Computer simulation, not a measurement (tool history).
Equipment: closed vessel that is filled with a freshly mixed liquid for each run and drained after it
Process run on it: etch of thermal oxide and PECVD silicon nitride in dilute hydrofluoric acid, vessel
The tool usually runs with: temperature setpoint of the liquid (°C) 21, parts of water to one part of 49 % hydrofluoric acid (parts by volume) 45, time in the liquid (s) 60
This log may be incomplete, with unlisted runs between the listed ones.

run    hour  temperature setpoint of the liquid (°C)  parts of water to one part of 49 % hydrofluoric acid (parts by volume)  time in the liquid (s)  wafers since the last listed run  hours since the thermometer was replaced  hours since the hydrofluoric acid flow meter was replaced  hours since the gauge calibration  read-back film thickness of the thermal oxide reference wafer, read on the same gauge (nm)  read-back film thickness of the PECVD silicon nitride reference wafer, read on the same gauge (nm)  thickness taken off the thermal oxide on a monitor wafer (Å)  thickness taken off the PECVD silicon nitride on a monitor wafer (Å)
  1       0                                       21                                                                      45                      45                                 0                                      20.3                                                      219.9                             1748.5                                                                                       49.98                                                                                              79.992                                                          40.9                                                                 13.08
  2    38.3                                       21                                                                      45                      60                              4412                                      58.6                                                      258.2                             1786.8                                                                                       50.01                                                                                              79.991                                                          54.8                                                                 17.12
  3    97.8                                       21                                                                      45                      60                              6854                                     118.1                                                      317.7                             1846.3                                                                                       50.01                                                                                              80.002                                                            55                                                                 17.44
  4   151.9                                       21                                                                      50                      60                              6232                                     172.2                                                      371.8                             1900.4                                                                                          50                                                                                               80.02                                                          49.7                                                                 15.55
  5   207.1                                       21                                                                      45                      85                              6359                                     227.4                                                        427                             1955.6                                                                                       49.98                                                                                              79.968                                                          78.6                                                                 24.68
  6   265.9                                       19                                                                      45                      60                              6774                                     286.2                                                      485.8                             2014.4                                                                                       50.02                                                                                              79.986                                                          50.8                                                                 14.95
  7   293.8                                       17                                                                      45                      40                              3214                                     314.1                                                      513.7                             2042.3                                                                                       49.99                                                                                              80.006                                                          31.4                                                                  8.95
  8   357.7                                       21                                                                      45                      60                              7361                                       378                                                      577.6                             2106.2                                                                                       49.99                                                                                              80.005                                                          55.7                                                                 17.52
  9   409.2                                       19                                                                      35                      70                              5933                                     429.5                                                      629.1                             2157.7                                                                                       49.99                                                                                              80.014                                                          77.8                                                                 22.65
      463.4  -- hydrofluoric acid flow meter replaced
 10   474.5                                       21                                                                      50                      60                              7407                                     494.8                                                       11.1                               2223                                                                                       49.98                                                                                              80.037                                                          47.8                                                                 15.41
 11   506.5                                       21                                                                      45                      80                              3686                                     526.8                                                       43.1                               2255                                                                                       49.99                                                                                              79.994                                                          71.7                                                                 22.37
 12   570.4                                     17.5                                                                      35                      75                              7361                                     590.7                                                        107                             2318.9                                                                                       49.99                                                                                              80.022                                                          74.9                                                                 21.28
 13   596.4                                       17                                                                      50                      45                              2995                                     616.7                                                        133                             2344.9                                                                                       49.99                                                                                              80.004                                                          30.4                                                                  8.81
 14   646.3                                       21                                                                      45                      60                              5748                                     666.6                                                      182.9                             2394.8                                                                                       50.01                                                                                              80.011                                                          53.7                                                                 16.86
 15   671.1                                       21                                                                      45                      90                              2857                                     691.4                                                      207.7                             2419.6                                                                                       49.99                                                                                              80.005                                                            81                                                                 25.59
 16   730.8                                       21                                                                      45                      60                              6877                                     751.1                                                      267.4                             2479.3                                                                                          50                                                                                              80.008                                                          54.2                                                                 16.96
      733.9  -- gauge calibrated
 17   793.5                                       21                                                                      30                      60                              7223                                     813.8                                                      330.1                               59.6                                                                                          50                                                                                              79.981                                                          83.2                                                                 25.12
 18   849.5                                       26                                                                      35                      80                              6451                                     869.8                                                      386.1                              115.6                                                                                       49.99                                                                                              79.983                                                           117                                                                  40.7
 19   901.6                                       21                                                                      35                      60                              6002                                     921.9                                                      438.2                              167.7                                                                                       49.99                                                                                              80.023                                                          70.8                                                                 21.73
 20   949.2                                       21                                                                      45                      60                              5483                                     969.5                                                      485.8                              215.3                                                                                          50                                                                                              80.007                                                          54.3                                                                 17.18
 21   985.6                                       21                                                                      35                      40                              4193                                    1005.9                                                      522.2                              251.7                                                                                          50                                                                                              79.998                                                          47.8                                                                  14.8
 22    1035                                       21                                                                      45                      60                              5691                                    1055.3                                                      571.6                              301.1                                                                                       49.98                                                                                              80.003                                                            55                                                                  17.1
     1093.1  -- hydrofluoric acid flow meter replaced
 23  1098.9                                       21                                                                      45                      60                              7246                                    1119.2                                                        5.8                                365                                                                                       50.01                                                                                               80.04                                                          53.3                                                                 16.56
 24  1178.6                                     23.5                                                                      45                      85                              9181                                    1198.9                                                       85.5                              444.7                                                                                       49.97                                                                                              79.982                                                          84.7                                                                 27.88
 25  1246.2                                       21                                                                      55                      60                              7787                                    1266.5                                                      153.1                              512.3                                                                                       49.98                                                                                              80.019                                                          43.2                                                                 13.74

Hidden state, per run?
gauge reads high (%): 0 on each run
H1: liquid colder than its thermometer reads (K)
H2: hydrofluoric acid flow above the setpoint (%)
run      H1     H2
  1  0.0577   1.75
  2  0.0698      2
  3  0.0885   2.39
  4   0.106   2.75
  5   0.123   3.11
  6   0.141    3.5
  7    0.15   3.68
  8    0.17    4.1
  9   0.187   4.44
 10   0.207  0.104
 11   0.217  0.315
 12   0.237  0.736
 13   0.246  0.907
 14   0.261   1.24
 15   0.269    1.4
 16   0.288   1.79
 17   0.308   2.21
 18   0.325   2.58
 19   0.342   2.92
 20   0.357   3.23
 21   0.368   3.47
 22   0.384    3.8
 23   0.404  0.399
 24   0.429  0.924
 25    0.45   1.37

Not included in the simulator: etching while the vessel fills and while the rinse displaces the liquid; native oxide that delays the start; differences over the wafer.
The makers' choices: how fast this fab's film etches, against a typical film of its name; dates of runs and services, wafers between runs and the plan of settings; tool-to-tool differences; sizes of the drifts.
